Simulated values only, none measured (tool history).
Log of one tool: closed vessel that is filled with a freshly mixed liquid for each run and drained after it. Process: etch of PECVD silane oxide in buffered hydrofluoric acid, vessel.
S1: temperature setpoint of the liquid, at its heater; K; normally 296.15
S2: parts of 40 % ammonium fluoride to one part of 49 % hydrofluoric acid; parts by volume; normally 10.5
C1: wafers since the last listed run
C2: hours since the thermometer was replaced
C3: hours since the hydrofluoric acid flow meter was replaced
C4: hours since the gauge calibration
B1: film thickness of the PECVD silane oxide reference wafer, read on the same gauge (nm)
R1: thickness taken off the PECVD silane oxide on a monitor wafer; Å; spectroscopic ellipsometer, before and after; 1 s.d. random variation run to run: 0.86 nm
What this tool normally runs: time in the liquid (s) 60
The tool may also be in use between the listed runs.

{"run": 1, "hour": 0.0, "S1": 296.15, "S2": 10.5, "time in the liquid (s)": 60, "C1": 0, "C2": 1700.8, "C3": 422.2, "C4": 512.1, "B1": 149.99, "R1": 1561.7}
{"run": 2, "hour": 25.8, "S1": 293.65, "S2": 7.5, "time in the liquid (s)": 60, "C1": 2664, "C2": 1726.6, "C3": 448, "C4": 537.9, "B1": 149.99, "R1": 1847.6}
{"run": 3, "hour": 49.7, "S1": 293.65, "S2": 7.5, "time in the liquid (s)": 60, "C1": 2468, "C2": 1750.5, "C3": 471.9, "C4": 561.8, "B1": 150.01, "R1": 1876.6}
{"run": 4, "hour": 140.5, "S1": 293.65, "S2": 7.5, "time in the liquid (s)": 60, "C1": 9378, "C2": 1841.3, "C3": 562.7, "C4": 652.6, "B1": 149.99, "R1": 1879.2}
{"run": 5, "hour": 163.5, "S1": 296.15, "S2": 13, "time in the liquid (s)": 85, "C1": 2375, "C2": 1864.3, "C3": 585.7, "C4": 675.6, "B1": 150.04, "R1": 1829.8}
{"run": 6, "hour": 196.9, "S1": 296.15, "S2": 8, "time in the liquid (s)": 60, "C1": 3449, "C2": 1897.7, "C3": 619.1, "C4": 709, "B1": 150.01, "R1": 1989.9}
{"run": 7, "hour": 219.4, "S1": 296.15, "S2": 10.5, "time in the liquid (s)": 60, "C1": 2324, "C2": 1920.2, "C3": 641.6, "C4": 731.5, "B1": 150.01, "R1": 1587.4}
{"run": 8, "hour": 246.9, "S1": 296.15, "S2": 10.5, "time in the liquid (s)": 60, "C1": 2840, "C2": 1947.7, "C3": 669.1, "C4": 759, "B1": 150, "R1": 1592.4}
{"run": 9, "hour": 265.6, "S1": 296.15, "S2": 10.5, "time in the liquid (s)": 60, "C1": 1931, "C2": 1966.4, "C3": 687.8, "C4": 777.7, "B1": 149.97, "R1": 1576.4}
{"run": 10, "hour": 299.1, "S1": 296.15, "S2": 9, "time in the liquid (s)": 60, "C1": 3460, "C2": 1999.9, "C3": 721.3, "C4": 811.2, "B1": 150, "R1": 1780.8}
{"run": 11, "hour": 321.1, "S1": 296.15, "S2": 9, "time in the liquid (s)": 60, "C1": 2272, "C2": 2021.9, "C3": 743.3, "C4": 833.2, "B1": 150.03, "R1": 1790.3}
{"run": 12, "hour": 336.8, "S1": 296.15, "S2": 9.5, "time in the liquid (s)": 60, "C1": 1621, "C2": 2037.6, "C3": 759, "C4": 848.9, "B1": 150.01, "R1": 1704}
{"run": 13, "hour": 355.0, "S1": 296.15, "S2": 13.5, "time in the liquid (s)": 60, "C1": 1879, "C2": 2055.8, "C3": 777.2, "C4": 867.1, "B1": 150, "R1": 1253.9}
{"run": 14, "hour": 381.4, "S1": 296.15, "S2": 10.5, "time in the liquid (s)": 60, "C1": 2726, "C2": 2082.2, "C3": 803.6, "C4": 893.5, "B1": 150, "R1": 1596.6}
{"run": 15, "hour": 403.2, "S1": 296.15, "S2": 10.5, "time in the liquid (s)": 60, "C1": 2251, "C2": 2104, "C3": 825.4, "C4": 915.3, "B1": 150.03, "R1": 1580.7}
{"run": 16, "hour": 436.8, "S1": 299.15, "S2": 10.5, "time in the liquid (s)": 60, "C1": 3470, "C2": 2137.6, "C3": 859, "C4": 948.9, "B1": 149.99, "R1": 1893.6}
{"run": 17, "hour": 455.2, "S1": 291.65, "S2": 10.5, "time in the liquid (s)": 50, "C1": 1900, "C2": 2156, "C3": 877.4, "C4": 967.3, "B1": 149.99, "R1": 1057.5}
{"run": 18, "hour": 484.0, "S1": 291.65, "S2": 7.5, "time in the liquid (s)": 35, "C1": 2974, "C2": 2184.8, "C3": 906.2, "C4": 996.1, "B1": 149.97, "R1": 1008.2}
{"hour": 498.3, "done": "hydrofluoric acid flow meter replaced"}
{"run": 19, "hour": 501.2, "S1": 296.15, "S2": 10.5, "time in the liquid (s)": 90, "C1": 1673, "C2": 2202, "C3": 2.9, "C4": 1013.3, "B1": 150.02, "R1": 2439.8}
{"run": 20, "hour": 515.1, "S1": 293.65, "S2": 10.5, "time in the liquid (s)": 60, "C1": 1435, "C2": 2215.9, "C3": 16.8, "C4": 1027.2, "B1": 150.04, "R1": 1400.7}
{"run": 21, "hour": 537.6, "S1": 298.15, "S2": 9.5, "time in the liquid (s)": 75, "C1": 2324, "C2": 2238.4, "C3": 39.3, "C4": 1049.7, "B1": 149.99, "R1": 2430.1}
{"hour": 556.0, "done": "thermometer replaced"}
{"run": 22, "hour": 565.8, "S1": 296.15, "S2": 10.5, "time in the liquid (s)": 60, "C1": 2809, "C2": 9.8, "C3": 67.5, "C4": 1077.9, "B1": 149.99, "R1": 1413.9}
{"hour": 575.6, "done": "gauge calibrated"}
{"run": 23, "hour": 587.6, "S1": 297.65, "S2": 12, "time in the liquid (s)": 60, "C1": 2251, "C2": 31.6, "C3": 89.3, "C4": 12, "B1": 150.03, "R1": 1346.9}
{"run": 24, "hour": 616.6, "S1": 291.15, "S2": 14.5, "time in the liquid (s)": 40, "C1": 2995, "C2": 60.6, "C3": 118.3, "C4": 41, "B1": 150.01, "R1": 523.2}
{"run": 25, "hour": 647.6, "S1": 296.15, "S2": 10.5, "time in the liquid (s)": 60, "C1": 3202, "C2": 91.6, "C3": 149.3, "C4": 72, "B1": 150.01, "R1": 1418.8}
{"run": 26, "hour": 668.1, "S1": 297.65, "S2": 13.5, "time in the liquid (s)": 30, "C1": 2117, "C2": 112.1, "C3": 169.8, "C4": 92.5, "B1": 150, "R1": 605.5}
{"run": 27, "hour": 697.6, "S1": 297.65, "S2": 6.5, "time in the liquid (s)": 90, "C1": 3047, "C2": 141.6, "C3": 199.3, "C4": 122, "B1": 150, "R1": 3629.8}
{"run": 28, "hour": 729.5, "S1": 297.65, "S2": 14, "time in the liquid (s)": 80, "C1": 3295, "C2": 173.5, "C3": 231.2, "C4": 153.9, "B1": 149.98, "R1": 1557.1}
{"run": 29, "hour": 756.4, "S1": 296.15, "S2": 13, "time in the liquid (s)": 70, "C1": 2778, "C2": 200.4, "C3": 258.1, "C4": 180.8, "B1": 150.02, "R1": 1343.2}
{"run": 30, "hour": 781.5, "S1": 292.15, "S2": 12.5, "time in the liquid (s)": 45, "C1": 2592, "C2": 225.5, "C3": 283.2, "C4": 205.9, "B1": 149.99, "R1": 729.8}
{"run": 31, "hour": 804.4, "S1": 292.65, "S2": 10.5, "time in the liquid (s)": 60, "C1": 2365, "C2": 248.4, "C3": 306.1, "C4": 228.8, "B1": 150.01, "R1": 1184.1}

List, for all runs, the conditions of the tool that the log does not record:
hydrofluoric acid flow below the setpoint (%): 0 across all the runs
gauge reads high (%): 0 across all the runs
H1: liquid hotter than its thermometer reads (K)
run=1 H1=2.1
run=2 H1=2.13
run=3 H1=2.16
run=4 H1=2.26
run=5 H1=2.29
run=6 H1=2.33
run=7 H1=2.36
run=8 H1=2.39
run=9 H1=2.41
run=10 H1=2.45
run=11 H1=2.48
run=12 H1=2.5
run=13 H1=2.52
run=14 H1=2.55
run=15 H1=2.57
run=16 H1=2.61
run=17 H1=2.64
run=18 H1=2.67
run=19 H1=2.69
run=20 H1=2.71
run=21 H1=2.73
run=22 H1=0.241
run=23 H1=0.266
run=24 H1=0.301
run=25 H1=0.337
run=26 H1=0.362
run=27 H1=0.397
run=28 H1=0.434
run=29 H1=0.466
run=30 H1=0.496
run=31 H1=0.523
